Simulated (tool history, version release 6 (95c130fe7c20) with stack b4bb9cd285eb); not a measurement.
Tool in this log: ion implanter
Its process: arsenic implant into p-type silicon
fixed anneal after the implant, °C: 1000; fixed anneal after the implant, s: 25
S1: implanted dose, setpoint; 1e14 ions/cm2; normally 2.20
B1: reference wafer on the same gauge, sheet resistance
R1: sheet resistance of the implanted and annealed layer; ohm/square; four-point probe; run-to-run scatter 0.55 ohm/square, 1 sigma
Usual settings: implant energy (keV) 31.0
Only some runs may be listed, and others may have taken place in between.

Run 1, day 0.000: usual settings; B1 347.98. Result: R1 359.90 ohm/square.
Run 2, day 0.521: usual settings but S1 1.95 1e14 ions/cm2, implant energy (keV) 25.0; B1 348.00. Result: R1 405.92 ohm/square.
Run 3, day 1.046: usual settings but implant energy (keV) 25.0; B1 348.23. Result: R1 371.28 ohm/square.
Run 4, day 2.929: usual settings but implant energy (keV) 25.0; B1 347.90. Result: R1 371.68 ohm/square.
Run 5, day 4.508: usual settings; B1 348.14. Result: R1 359.81 ohm/square.
Run 6, day 5.167: usual settings; B1 348.19. Result: R1 360.01 ohm/square.
Run 7, day 5.875: usual settings; B1 348.02. Result: R1 360.04 ohm/square.
Run 8, day 6.475: usual settings but implant energy (keV) 27.0; B1 347.93. Result: R1 368.02 ohm/square.
Run 9, day 6.871: usual settings but S1 1.73 1e14 ions/cm2; B1 348.24. Result: R1 428.81 ohm/square.
At day 7.446: extraction supply calibrated.
Run 10, day 7.579: usual settings but implant energy (keV) 37.0; B1 347.90. Result: R1 350.68 ohm/square.
Run 11, day 8.308: usual settings but implant energy (keV) 37.0; B1 348.06. Result: R1 351.32 ohm/square.
Run 12, day 8.742: usual settings but S1 1.88 1e14 ions/cm2, implant energy (keV) 39.5; B1 348.09. Result: R1 389.09 ohm/square.
At day 9.204: gauge calibrated.
Run 13, day 10.979: usual settings but S1 1.88 1e14 ions/cm2, implant energy (keV) 39.5; B1 347.83. Result: R1 389.32 ohm/square.
Run 14, day 11.433: usual settings but implant energy (keV) 26.5; B1 348.18. Result: R1 368.72 ohm/square.
Run 15, day 11.971: usual settings but S1 2.60 1e14 ions/cm2, implant energy (keV) 27.5; B1 347.72. Result: R1 324.43 ohm/square.
Run 16, day 12.575: usual settings; B1 347.94. Result: R1 359.70 ohm/square.
Run 17, day 12.904: usual settings but S1 1.88 1e14 ions/cm2, implant energy (keV) 39.5; B1 348.08. Result: R1 388.67 ohm/square.
Run 18, day 13.312: usual settings; B1 348.23. Result: R1 360.87 ohm/square.
At day 14.721: Faraday cup replaced and dose calibrated.
Run 19, day 15.258: usual settings but S1 2.55 1e14 ions/cm2, implant energy (keV) 25.0; B1 347.91. Result: R1 340.31 ohm/square.
Run 20, day 15.671: usual settings but S1 2.40 1e14 ions/cm2; B1 348.12. Result: R1 345.53 ohm/square.
Run 21, day 16.246: usual settings but S1 1.55 1e14 ions/cm2; B1 348.12. Result: R1 475.40 ohm/square.
Run 22, day 16.738: usual settings but S1 1.84 1e14 ions/cm2, implant energy (keV) 39.0; B1 347.85. Result: R1 404.10 ohm/square.
Run 23, day 17.133: usual settings but S1 1.79 1e14 ions/cm2, implant energy (keV) 37.5; B1 348.25. Result: R1 415.30 ohm/square.
Run 24, day 17.458: usual settings but S1 1.98 1e14 ions/cm2; B1 347.85. Result: R1 397.92 ohm/square.
Run 25, day 18.033: usual settings but S1 1.96 1e14 ions/cm2, implant energy (keV) 26.5; B1 347.99. Result: R1 409.77 ohm/square.
Run 26, day 18.617: usual settings but S1 1.63 1e14 ions/cm2, implant energy (keV) 36.0; B1 348.16. Result: R1 446.48 ohm/square.
Run 27, day 19.146: usual settings but S1 1.58 1e14 ions/cm2, implant energy (keV) 27.0; B1 348.01. Result: R1 476.77 ohm/square.
Run 28, day 19.458: usual settings; B1 347.96. Result: R1 366.87 ohm/square.

For run 29, what comes out?
Run 29, day 19.721: usual settings but S1 1.96 1e14 ions/cm2, implant energy (keV) 26.5; B1 ?. Result: R1 ?.

Run 29 measured B1 348.21, R1 409.38 ohm/square.
With no hidden state in the tool, this same run would have given R1 410.88 ohm/square.
